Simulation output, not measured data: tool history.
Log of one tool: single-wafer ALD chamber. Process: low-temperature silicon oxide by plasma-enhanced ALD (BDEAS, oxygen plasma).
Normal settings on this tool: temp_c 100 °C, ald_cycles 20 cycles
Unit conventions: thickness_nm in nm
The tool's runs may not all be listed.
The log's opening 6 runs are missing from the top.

run     day  temp_c  ald_cycles  wafers since the last listed run  hours since the last thermocouple change  hours since the gauge calibration  read-back reference wafer on the same gauge, thickness_nm  thickness_nm
  7   5.962     100          20                               393                                    2229.8                              706.5                                                      2.973         2.646
  8   6.483     100          18                               179                                    2242.3                                719                                                      2.971         2.385
  9   7.946     100          18                               503                                    2277.4                              754.1                                                       2.97         2.383
 10   8.925     100          21                               337                                    2300.9                              777.6                                                      2.973         2.771
 11   9.529     100          22                               208                                    2315.4                              792.1                                                      2.974         2.892
     10.925  -- gauge calibrated
 12   10.95     100          20                               489                                    2349.5                                0.6                                                      2.922         2.587
 13  11.967     100          20                               350                                    2373.9                                 25                                                      2.926         2.586
 14  12.988     100          20                               351                                    2398.4                               49.5                                                      2.933         2.604
 15  14.042     105          20                               363                                    2423.7                               74.8                                                      2.932         2.576
 16  14.946     109          23                               311                                    2445.4                               96.5                                                      2.937          2.96
 17  15.896     100          20                               327                                    2468.2                              119.3                                                      2.938          2.61
 18  16.842      85          20                               325                                    2490.9                                142                                                      2.944         2.763
 19  17.996     100          20                               397                                    2518.6                              169.7                                                      2.945          2.61
     18.517  -- thermocouple changed; heater temperature recalibrated
 20  19.296     108          18                               332                                      18.7                              200.9                                                       2.95         2.315
 21  21.558     100          20                               779                                        73                              255.2                                                       2.95          2.61
 22  22.371     100          20                               279                                      92.5                              274.7                                                      2.952         2.627
 23  22.904      88          17                               183                                     105.3                              287.5                                                      2.955         2.326
 24  23.788     100          20                               304                                     126.5                              308.7                                                      2.952         2.632
 25  24.825      86          16                               357                                     151.4                              333.6                                                      2.954         2.206
 26  26.317     112          23                               513                                     187.2                              369.4                                                      2.958          2.95
 27  27.404     106          19                               374                                     213.3                              395.5                                                      2.957         2.474
 28  28.204     100          20                               275                                     232.5                              414.7                                                       2.96         2.621
 29  28.854      95          17                               223                                     248.1                              430.3                                                       2.96         2.272
 30  29.767      92          17                               314                                       270                              452.2                                                      2.958         2.302
 31  30.708     100          20                               324                                     292.6                              474.8                                                      2.957         2.633

Consider 4 possible next runs. They are alternatives, not a sequence: every one starts from the tool as it was left by run 31. What does each give?
  A  30.725     100          20                                 5                                       293                              475.2                                                          ?             ?
  B  30.725     100          17                                 5                                       293                              475.2                                                          ?             ?
  C  30.725     100          19                                 5                                       293                              475.2                                                          ?             ?
  D  30.725      87          22                                 5                                       293                              475.2                                                          ?             ?

run  read-back reference wafer on the same gauge, thickness_nm  thickness_nm
  A                                                      2.961         2.628
  B                                                      2.961         2.233
  C                                                      2.961         2.496
  D                                                      2.961          3.03
Had the tool no hidden state, the same runs would have come out as:
run  thickness_nm
  A           2.6
  B          2.21
  C          2.47
  D         2.999
